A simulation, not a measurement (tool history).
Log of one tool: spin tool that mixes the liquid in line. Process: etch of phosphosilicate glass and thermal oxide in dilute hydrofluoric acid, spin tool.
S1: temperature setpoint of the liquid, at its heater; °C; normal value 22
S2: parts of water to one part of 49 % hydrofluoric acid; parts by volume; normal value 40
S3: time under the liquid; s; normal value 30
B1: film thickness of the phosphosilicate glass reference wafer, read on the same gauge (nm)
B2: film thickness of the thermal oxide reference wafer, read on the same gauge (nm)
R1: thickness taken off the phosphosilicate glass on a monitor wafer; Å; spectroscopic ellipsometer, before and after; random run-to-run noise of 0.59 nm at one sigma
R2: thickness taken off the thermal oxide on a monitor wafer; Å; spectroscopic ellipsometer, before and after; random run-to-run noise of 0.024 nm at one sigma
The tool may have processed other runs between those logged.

{"run": 1, "hour": 0.0, "S1": 22, "S2": 40, "S3": 30, "B1": 150.01, "B2": 139.976, "R1": 1031.3, "R2": 36.74}
{"run": 2, "hour": 102.3, "S1": 22, "S2": 40, "S3": 30, "B1": 149.98, "B2": 140.011, "R1": 1034.1, "R2": 35.74}
{"run": 3, "hour": 141.2, "S1": 22, "S2": 40, "S3": 30, "B1": 150.01, "B2": 139.97, "R1": 1021.1, "R2": 35.96}
{"run": 4, "hour": 208.1, "S1": 22, "S2": 40, "S3": 30, "B1": 150, "B2": 139.987, "R1": 1017.5, "R2": 35.69}
{"run": 5, "hour": 259.8, "S1": 22, "S2": 40, "S3": 30, "B1": 150, "B2": 139.972, "R1": 1022.8, "R2": 36.47}
{"run": 6, "hour": 315.9, "S1": 22, "S2": 40, "S3": 30, "B1": 149.98, "B2": 140.027, "R1": 1018.5, "R2": 36.06}
{"run": 7, "hour": 418.9, "S1": 22, "S2": 40, "S3": 30, "B1": 150.01, "B2": 140.004, "R1": 1024.4, "R2": 35.92}
{"run": 8, "hour": 461.3, "S1": 22, "S2": 40, "S3": 30, "B1": 150, "B2": 139.985, "R1": 1017.2, "R2": 36.08}
{"run": 9, "hour": 533.5, "S1": 22, "S2": 40, "S3": 30, "B1": 150, "B2": 139.994, "R1": 1016.1, "R2": 35.63}
{"run": 10, "hour": 624.5, "S1": 22, "S2": 40, "S3": 30, "B1": 150.01, "B2": 140.025, "R1": 1009.7, "R2": 35.92}
{"hour": 679.3, "done": "hydrofluoric acid flow meter replaced"}
{"run": 11, "hour": 684.1, "S1": 26, "S2": 30, "S3": 20, "B1": 150.01, "B2": 140.015, "R1": 1102.4, "R2": 39.03}
{"hour": 693.2, "done": "gauge calibrated"}
{"run": 12, "hour": 770.6, "S1": 25.5, "S2": 40, "S3": 30, "B1": 149.99, "B2": 140.005, "R1": 1199.5, "R2": 42.18}
{"hour": 793.1, "done": "thermometer replaced"}
{"run": 13, "hour": 858.0, "S1": 22, "S2": 40, "S3": 30, "B1": 149.99, "B2": 139.963, "R1": 1036.3, "R2": 36.38}
{"run": 14, "hour": 932.4, "S1": 22, "S2": 55, "S3": 30, "B1": 150.01, "B2": 139.996, "R1": 733.5, "R2": 25.88}
{"run": 15, "hour": 976.0, "S1": 20.5, "S2": 40, "S3": 40, "B1": 149.99, "B2": 140.013, "R1": 1277.1, "R2": 45.81}
{"run": 16, "hour": 1062.2, "S1": 22, "S2": 40, "S3": 15, "B1": 150, "B2": 140.048, "R1": 518.8, "R2": 17.89}
{"run": 17, "hour": 1103.3, "S1": 22, "S2": 40, "S3": 35, "B1": 150, "B2": 139.981, "R1": 1206.1, "R2": 42.08}
{"run": 18, "hour": 1141.2, "S1": 22, "S2": 50, "S3": 25, "B1": 149.99, "B2": 139.96, "R1": 675.8, "R2": 23.79}
{"run": 19, "hour": 1182.6, "S1": 22, "S2": 40, "S3": 30, "B1": 150.01, "B2": 139.965, "R1": 1035.8, "R2": 36.12}
{"run": 20, "hour": 1257.4, "S1": 22, "S2": 40, "S3": 30, "B1": 149.99, "B2": 139.994, "R1": 1028.8, "R2": 36.04}
{"run": 21, "hour": 1328.7, "S1": 20, "S2": 45, "S3": 45, "B1": 150, "B2": 140.009, "R1": 1255.6, "R2": 43.43}

Branching from run 21: 5 alternative next runs. What would each branch give?
{"run": "A", "hour": 1329.1, "S1": 22, "S2": 40, "S3": 30, "B1": "?", "B2": "?", "R1": "?", "R2": "?"}
{"run": "B", "hour": 1329.1, "S1": 18.5, "S2": 45, "S3": 15, "B1": "?", "B2": "?", "R1": "?", "R2": "?"}
{"run": "C", "hour": 1329.1, "S1": 22, "S2": 50, "S3": 40, "B1": "?", "B2": "?", "R1": "?", "R2": "?"}
{"run": "D", "hour": 1329.1, "S1": 18, "S2": 55, "S3": 15, "B1": "?", "B2": "?", "R1": "?", "R2": "?"}
{"run": "E", "hour": 1329.1, "S1": 18, "S2": 35, "S3": 45, "B1": "?", "B2": "?", "R1": "?", "R2": "?"}

run=A B1=149.98 B2=140.014 R1=1021.1 R2=35.73
run=B B1=149.98 B2=140.014 R1=388.5 R2=13.59
run=C B1=149.98 B2=140.014 R1=1075.1 R2=37.62
run=D B1=149.98 B2=140.014 R1=307.5 R2=10.76
run=E B1=149.98 B2=140.014 R1=1483.6 R2=51.91
Without the tool's hidden state the same runs would have given:
run=A R1=1039.9 R2=36.39
run=B R1=395.7 R2=13.85
run=C R1=1095.2 R2=38.32
run=D R1=313.2 R2=10.96
run=E R1=1510.9 R2=52.87
